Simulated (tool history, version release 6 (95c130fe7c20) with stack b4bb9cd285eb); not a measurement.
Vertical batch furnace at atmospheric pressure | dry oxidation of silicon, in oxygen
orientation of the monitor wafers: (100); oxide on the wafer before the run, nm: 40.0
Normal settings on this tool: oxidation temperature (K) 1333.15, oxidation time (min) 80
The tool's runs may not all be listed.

run     day  oxidation temperature (K)  oxidation time (min)  read-back reference wafer on the same gauge, thickness  oxide thickness on the monitor wafer (angstrom)
  1       0                    1320.15                    80                                                  108.21                                           1096.3
  2   3.846                    1320.15                    80                                                  107.81                                             1091
  3   7.692                    1314.15                  61.5                                                  107.98                                            922.3
  4  11.496                    1321.15                    80                                                  107.93                                           1097.3
  5  15.612                    1333.15                    80                                                  107.86                                           1185.9
  6    18.1                    1333.15                    80                                                  107.79                                           1188.7
  7  21.604                    1333.15                    80                                                  107.89                                           1188.6
  8  25.571                    1333.15                    80                                                  107.95                                             1187
  9  36.904                    1333.15                    80                                                   108.1                                           1194.6
 10  40.688                    1333.15                    80                                                  108.03                                           1185.2
 11  43.162                    1319.15                    80                                                  108.02                                           1096.2
     43.242  -- gauge calibrated
 12  46.492                    1318.15                    80                                                  107.88                                           1087.5
 13  49.875                    1318.15                    80                                                  107.97                                           1091.4
 14  51.517                    1318.15                    80                                                  108.05                                           1082.2
     54.083  -- thermocouples replaced and temperature profile calibrated
 15  54.592                    1316.15                    80                                                  108.26                                           1041.3
 16  59.033                    1316.15                    80                                                  108.13                                             1046
 17  60.871                    1333.15                    80                                                  107.97                                           1156.2
 18      64                    1309.15                  51.5                                                  107.99                                            815.6
 19  67.462                    1316.15                    80                                                  108.09                                           1045.7
 20  73.267                    1346.15                    80                                                  108.15                                           1266.7

Run 21 is up next; what results do you expect?
     75.583  -- boat lift adjusted
 21  77.125                    1333.15                    80                                                       ?                                                ?

{"run 21": {"read-back reference wafer on the same gauge, thickness": 108.19, "oxide thickness on the monitor wafer (angstrom)": 1164.5}}
Had the tool carried no hidden state, the very same run would have given oxide thickness on the monitor wafer (angstrom) 1155.3.
